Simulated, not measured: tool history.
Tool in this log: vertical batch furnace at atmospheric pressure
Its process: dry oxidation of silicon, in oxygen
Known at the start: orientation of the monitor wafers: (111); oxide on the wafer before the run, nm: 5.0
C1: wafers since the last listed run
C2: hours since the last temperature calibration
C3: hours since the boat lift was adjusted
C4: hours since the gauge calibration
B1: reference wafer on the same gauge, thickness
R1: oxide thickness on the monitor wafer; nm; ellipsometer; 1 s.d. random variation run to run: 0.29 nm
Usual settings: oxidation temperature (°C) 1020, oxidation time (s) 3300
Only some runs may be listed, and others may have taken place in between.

{"run": 1, "hour": 0.0, "oxidation temperature (°C)": 1009, "oxidation time (s)": 3300, "C1": 0, "C2": 1897.3, "C3": 1289.7, "C4": 617.1, "B1": 87.11, "R1": 67.75}
{"run": 2, "hour": 36.3, "oxidation temperature (°C)": 1009, "oxidation time (s)": 3300, "C1": 533, "C2": 1933.6, "C3": 1326, "C4": 653.4, "B1": 87.1, "R1": 67.45}
{"run": 3, "hour": 91.1, "oxidation temperature (°C)": 1005, "oxidation time (s)": 3300, "C1": 806, "C2": 1988.4, "C3": 1380.8, "C4": 708.2, "B1": 87.13, "R1": 65.61}
{"run": 4, "hour": 160.7, "oxidation temperature (°C)": 1005, "oxidation time (s)": 3300, "C1": 1023, "C2": 2058, "C3": 1450.4, "C4": 777.8, "B1": 87.01, "R1": 65.42}
{"run": 5, "hour": 204.3, "oxidation temperature (°C)": 1001, "oxidation time (s)": 3750, "C1": 641, "C2": 2101.6, "C3": 1494, "C4": 821.4, "B1": 87.01, "R1": 69.35}
{"run": 6, "hour": 261.6, "oxidation temperature (°C)": 1001, "oxidation time (s)": 3750, "C1": 842, "C2": 2158.9, "C3": 1551.3, "C4": 878.7, "B1": 87.17, "R1": 69.3}
{"run": 7, "hour": 304.8, "oxidation temperature (°C)": 1001, "oxidation time (s)": 3750, "C1": 635, "C2": 2202.1, "C3": 1594.5, "C4": 921.9, "B1": 87.11, "R1": 69.33}
{"run": 8, "hour": 339.1, "oxidation temperature (°C)": 1020, "oxidation time (s)": 3300, "C1": 504, "C2": 2236.4, "C3": 1628.8, "C4": 956.2, "B1": 87.16, "R1": 73.7}
{"run": 9, "hour": 367.5, "oxidation temperature (°C)": 1020, "oxidation time (s)": 3300, "C1": 417, "C2": 2264.8, "C3": 1657.2, "C4": 984.6, "B1": 87.08, "R1": 72.82}
{"run": 10, "hour": 397.4, "oxidation temperature (°C)": 1020, "oxidation time (s)": 3300, "C1": 439, "C2": 2294.7, "C3": 1687.1, "C4": 1014.5, "B1": 87.12, "R1": 73.69}
{"run": 11, "hour": 439.7, "oxidation temperature (°C)": 1020, "oxidation time (s)": 2400, "C1": 622, "C2": 2337, "C3": 1729.4, "C4": 1056.8, "B1": 87.14, "R1": 60.06}
{"run": 12, "hour": 488.6, "oxidation temperature (°C)": 1020, "oxidation time (s)": 3300, "C1": 719, "C2": 2385.9, "C3": 1778.3, "C4": 1105.7, "B1": 87.11, "R1": 73.35}
{"hour": 554.3, "done": "thermocouples replaced and temperature profile calibrated"}
{"run": 13, "hour": 555.3, "oxidation temperature (°C)": 1020, "oxidation time (s)": 3300, "C1": 628, "C2": 1, "C3": 1845, "C4": 1172.4, "B1": 87.05, "R1": 73.48}
{"run": 14, "hour": 615.8, "oxidation temperature (°C)": 1020, "oxidation time (s)": 3300, "C1": 889, "C2": 61.5, "C3": 1905.5, "C4": 1232.9, "B1": 87.11, "R1": 73.32}
{"run": 15, "hour": 687.4, "oxidation temperature (°C)": 1020, "oxidation time (s)": 3300, "C1": 1053, "C2": 133.1, "C3": 1977.1, "C4": 1304.5, "B1": 87.07, "R1": 73.79}
{"run": 16, "hour": 736.1, "oxidation temperature (°C)": 1028, "oxidation time (s)": 1830, "C1": 716, "C2": 181.8, "C3": 2025.8, "C4": 1353.2, "B1": 87.11, "R1": 53.36}
{"hour": 813.6, "done": "boat lift adjusted"}
{"run": 17, "hour": 834.6, "oxidation temperature (°C)": 1035, "oxidation time (s)": 2340, "C1": 1095, "C2": 280.3, "C3": 21, "C4": 1451.7, "B1": 87.1, "R1": 67.03}
{"run": 18, "hour": 866.8, "oxidation temperature (°C)": 1020, "oxidation time (s)": 3300, "C1": 473, "C2": 312.5, "C3": 53.2, "C4": 1483.9, "B1": 87.05, "R1": 75.18}
{"hour": 898.2, "done": "gauge calibrated"}
{"run": 19, "hour": 936.3, "oxidation temperature (°C)": 1020, "oxidation time (s)": 2310, "C1": 1022, "C2": 382, "C3": 122.7, "C4": 38.1, "B1": 87.14, "R1": 60.06}
{"run": 20, "hour": 969.5, "oxidation temperature (°C)": 1039, "oxidation time (s)": 2580, "C1": 488, "C2": 415.2, "C3": 155.9, "C4": 71.3, "B1": 87.18, "R1": 72.82}
{"run": 21, "hour": 1003.1, "oxidation temperature (°C)": 1020, "oxidation time (s)": 4830, "C1": 494, "C2": 448.8, "C3": 189.5, "C4": 104.9, "B1": 87.09, "R1": 96.18}
{"run": 22, "hour": 1029.6, "oxidation temperature (°C)": 1030, "oxidation time (s)": 4860, "C1": 389, "C2": 475.3, "C3": 216, "C4": 131.4, "B1": 87.12, "R1": 101.84}
{"run": 23, "hour": 1092.3, "oxidation temperature (°C)": 999, "oxidation time (s)": 2190, "C1": 922, "C2": 538, "C3": 278.7, "C4": 194.1, "B1": 87.05, "R1": 49.05}
{"run": 24, "hour": 1121.9, "oxidation temperature (°C)": 1006, "oxidation time (s)": 4590, "C1": 435, "C2": 567.6, "C3": 308.3, "C4": 223.7, "B1": 87.12, "R1": 83.39}
{"run": 25, "hour": 1163.8, "oxidation temperature (°C)": 1013, "oxidation time (s)": 2340, "C1": 616, "C2": 609.5, "C3": 350.2, "C4": 265.6, "B1": 87.09, "R1": 56.8}
{"run": 26, "hour": 1215.5, "oxidation temperature (°C)": 1038, "oxidation time (s)": 2460, "C1": 760, "C2": 661.2, "C3": 401.9, "C4": 317.3, "B1": 87.13, "R1": 69.64}
{"run": 27, "hour": 1271.7, "oxidation temperature (°C)": 1039, "oxidation time (s)": 2580, "C1": 826, "C2": 717.4, "C3": 458.1, "C4": 373.5, "B1": 87.09, "R1": 72.11}
{"run": 28, "hour": 1338.3, "oxidation temperature (°C)": 1027, "oxidation time (s)": 2520, "C1": 979, "C2": 784, "C3": 524.7, "C4": 440.1, "B1": 87.11, "R1": 66.28}
{"run": 29, "hour": 1397.5, "oxidation temperature (°C)": 1006, "oxidation time (s)": 4740, "C1": 870, "C2": 843.2, "C3": 583.9, "C4": 499.3, "B1": 87.12, "R1": 84.64}
{"run": 30, "hour": 1445.1, "oxidation temperature (°C)": 1020, "oxidation time (s)": 3300, "C1": 700, "C2": 890.8, "C3": 631.5, "C4": 546.9, "B1": 87.05, "R1": 74.31}
{"run": 31, "hour": 1504.9, "oxidation temperature (°C)": 1013, "oxidation time (s)": 2340, "C1": 879, "C2": 950.6, "C3": 691.3, "C4": 606.7, "B1": 87.13, "R1": 56.39}

Branching from run 31: 3 alternative next runs. What would each branch give?
{"run": "A", "hour": 1509.9, "oxidation temperature (°C)": 1020, "oxidation time (s)": 2190, "C1": 73, "C2": 955.6, "C3": 696.3, "C4": 611.7, "B1": "?", "R1": "?"}
{"run": "B", "hour": 1509.9, "oxidation temperature (°C)": 1020, "oxidation time (s)": 2340, "C1": 73, "C2": 955.6, "C3": 696.3, "C4": 611.7, "B1": "?", "R1": "?"}
{"run": "C", "hour": 1509.9, "oxidation temperature (°C)": 1037, "oxidation time (s)": 4470, "C1": 73, "C2": 955.6, "C3": 696.3, "C4": 611.7, "B1": "?", "R1": "?"}

run=A B1=87.16 R1=57.21
run=B B1=87.16 R1=59.69
run=C B1=87.16 R1=100.42
Had the tool no hidden state, the same runs would have come out as:
run=A R1=58.34
run=B R1=60.86
run=C R1=102.05

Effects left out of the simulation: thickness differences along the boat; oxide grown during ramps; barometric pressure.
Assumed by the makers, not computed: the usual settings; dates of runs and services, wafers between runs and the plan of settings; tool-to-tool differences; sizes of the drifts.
